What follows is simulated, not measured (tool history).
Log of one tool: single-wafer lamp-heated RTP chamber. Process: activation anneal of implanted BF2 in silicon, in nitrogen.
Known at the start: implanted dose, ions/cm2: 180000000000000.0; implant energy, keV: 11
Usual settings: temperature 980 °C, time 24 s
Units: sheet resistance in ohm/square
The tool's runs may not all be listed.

| run | hour | temperature | time | wafers since the last listed run | wafers since the last pyrometer calibration | wafers since the reflector plate was cleaned | hours since the gauge calibration | read-back reference wafer on the same gauge, sheet resistance | sheet resistance |
|---|---|---|---|---|---|---|---|---|---|
| 1 | 0.0 | 988 | 34 | 0 | 2277 | 3422 | 190.5 | 704.13 | 642.71 |
| 2 | 13.1 | 990 | 24 | 201 | 2479 | 3623 | 203.6 | 703.97 | 646.56 |
| 3 | 20.4 | 980 | 24 | 112 | 2591 | 3736 | 210.9 | 704.25 | 649.84 |
| 4 | 28.0 | 980 | 24 | 117 | 2708 | 3853 | 218.5 | 703.92 | 650.15 |
| 5 | 40.0 | 980 | 24 | 184 | 2893 | 4037 | 230.5 | 703.76 | 652.59 |
| 6 | 49.7 | 992 | 24 | 149 | 3042 | 4187 | 240.2 | 703.67 | 645.57 |
| 7 | 63.9 | 992 | 24 | 218 | 3261 | 4405 | 254.4 | 704.06 | 644.72 |
| 8 | 78.9 | 980 | 24 | 230 | 3492 | 4636 | 269.4 | 703.88 | 649.47 |
| 9 | 91.4 | 980 | 24 | 192 | 3684 | 4829 | 281.9 | 703.76 | 650.59 |
|  | 93.2 | gauge calibrated |
| 10 | 105.9 | 980 | 24 | 223 | 3908 | 5052 | 12.7 | 703.82 | 649.98 |
| 11 | 122.1 | 967 | 24 | 249 | 4157 | 5301 | 28.9 | 704.35 | 655.05 |
| 12 | 139.5 | 980 | 24 | 267 | 4425 | 5569 | 46.3 | 703.98 | 648.17 |
| 13 | 150.0 | 980 | 24 | 161 | 4586 | 5731 | 56.8 | 703.82 | 648.99 |
| 14 | 167.2 | 980 | 24 | 264 | 4851 | 5996 | 74.0 | 703.71 | 650.36 |
| 15 | 179.5 | 980 | 28 | 189 | 5041 | 6185 | 86.3 | 704.08 | 646.62 |
| 16 | 195.9 | 980 | 24 | 252 | 5293 | 6438 | 102.7 | 703.98 | 647.38 |
| 17 | 202.5 | 1001 | 19 | 101 | 5395 | 6539 | 109.3 | 704.01 | 645.71 |
| 18 | 211.9 | 962 | 28 | 144 | 5539 | 6684 | 118.7 | 704.00 | 654.88 |
| 19 | 220.5 | 980 | 24 | 132 | 5672 | 6816 | 127.3 | 703.88 | 650.45 |
| 20 | 227.2 | 958 | 31 | 103 | 5775 | 6920 | 134.0 | 703.79 | 656.04 |
| 21 | 239.9 | 980 | 24 | 195 | 5971 | 7115 | 146.7 | 704.08 | 648.44 |
| 22 | 252.3 | 1007 | 20 | 190 | 6161 | 7306 | 159.1 | 703.86 | 640.46 |
|  | 283.8 | reflector plate cleaned |
| 23 | 302.4 | 994 | 24 | 648 | 6810 | 285 | 209.2 | 704.32 | 641.44 |
| 24 | 312.6 | 999 | 24 | 157 | 6967 | 442 | 219.4 | 703.82 | 640.43 |
| 25 | 321.2 | 958 | 18 | 132 | 7099 | 575 | 228.0 | 704.18 | 661.76 |
| 26 | 336.8 | 963 | 18 | 240 | 7339 | 815 | 243.6 | 704.12 | 658.82 |
|  | 355.1 | pyrometer window cleaned and pyrometer calibrated |
| 27 | 355.6 | 980 | 24 | 166 | 7 | 981 | 262.4 | 704.18 | 653.76 |
| 28 | 368.1 | 991 | 37 | 192 | 199 | 1174 | 274.9 | 704.02 | 641.32 |
| 29 | 380.8 | 980 | 24 | 195 | 394 | 1369 | 287.6 | 703.83 | 653.83 |
|  | 385.5 | gauge calibrated |
| 30 | 393.1 | 963 | 36 | 189 | 584 | 1559 | 7.6 | 703.94 | 658.64 |
| 31 | 408.3 | 960 | 10 | 234 | 818 | 1793 | 22.8 | 703.85 | 675.82 |
| 32 | 425.4 | 980 | 24 | 263 | 1081 | 2056 | 39.9 | 704.00 | 652.98 |
| 33 | 434.8 | 965 | 24 | 144 | 1226 | 2200 | 49.3 | 703.98 | 661.61 |
| 34 | 449.1 | 980 | 24 | 220 | 1446 | 2421 | 63.6 | 704.18 | 650.82 |
| 35 | 458.2 | 1006 | 24 | 140 | 1586 | 2561 | 72.7 | 703.86 | 640.98 |
| 36 | 469.7 | 980 | 24 | 177 | 1763 | 2738 | 84.2 | 703.89 | 651.60 |
| 37 | 478.4 | 965 | 14 | 133 | 1897 | 2872 | 92.9 | 703.98 | 664.42 |

The tool's hidden state at each run:
wafer temperature error from the tarnished reflector plate, K: 0 in every run
gauge reads high (%): 0 in every run
H1: true wafer temperature minus pyrometer reading, K
| run | H1 |
|---|---|
| 1 | 5.72 |
| 2 | 6.08 |
| 3 | 6.27 |
| 4 | 6.48 |
| 5 | 6.8 |
| 6 | 7.07 |
| 7 | 7.45 |
| 8 | 7.85 |
| 9 | 8.19 |
| 10 | 8.58 |
| 11 | 9.02 |
| 12 | 9.49 |
| 13 | 9.77 |
| 14 | 10.2 |
| 15 | 10.6 |
| 16 | 11 |
| 17 | 11.2 |
| 18 | 11.4 |
| 19 | 11.7 |
| 20 | 11.9 |
| 21 | 12.2 |
| 22 | 12.5 |
| 23 | 13.9 |
| 24 | 14.2 |
| 25 | 14.4 |
| 26 | 14.8 |
| 27 | 1.31 |
| 28 | 1.65 |
| 29 | 1.99 |
| 30 | 2.32 |
| 31 | 2.73 |
| 32 | 3.19 |
| 33 | 3.45 |
| 34 | 3.83 |
| 35 | 4.08 |
| 36 | 4.39 |
| 37 | 4.62 |

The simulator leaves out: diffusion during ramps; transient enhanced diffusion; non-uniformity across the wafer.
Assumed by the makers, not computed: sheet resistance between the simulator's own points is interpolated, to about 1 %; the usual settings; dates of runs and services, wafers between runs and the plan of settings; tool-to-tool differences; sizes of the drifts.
